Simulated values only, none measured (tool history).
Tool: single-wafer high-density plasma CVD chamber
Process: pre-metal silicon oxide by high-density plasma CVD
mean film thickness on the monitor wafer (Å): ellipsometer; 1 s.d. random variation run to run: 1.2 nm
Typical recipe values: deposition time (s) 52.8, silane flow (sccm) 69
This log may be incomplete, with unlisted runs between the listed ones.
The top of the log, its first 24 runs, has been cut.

run,day,deposition time (s),silane flow (sccm),"read-back reference wafer on the same gauge, thickness_nm",mean film thickness on the monitor wafer (Å)
25,25.838,52.8,69,370.056,4002.68
26,26.617,49.5,72,369.864,3891.74
27,27.888,52.8,69,370.044,3993.77
28,28.392,48.4,81,370.152,4214.00
# day 29.479: silane flow controller replaced
29,30.279,44.7,69,369.985,3262.31
# day 30.300: gauge calibrated
30,33.942,48.8,79,369.868,4027.80
31,35.104,52.8,63,370.139,3571.06
32,36.479,50.1,69,370.125,3658.54
33,37.717,46.7,64,369.792,3205.17
34,38.458,43.2,64,370.041,2952.65

Predict each of these 3 candidate next runs independently; none follows another, all start after run 34:
A,38.475,52.8,69,?,?
B,38.475,46.8,74,?,?
C,38.475,50.0,79,?,?

run,"read-back reference wafer on the same gauge, thickness_nm",mean film thickness on the monitor wafer (Å)
A,370.272,3866.29
B,370.272,3644.24
C,370.272,4125.59
Without the tool's unlogged condition, the same runs would have read:
run,mean film thickness on the monitor wafer (Å)
A,3837.65
B,3617.25
C,4095.02
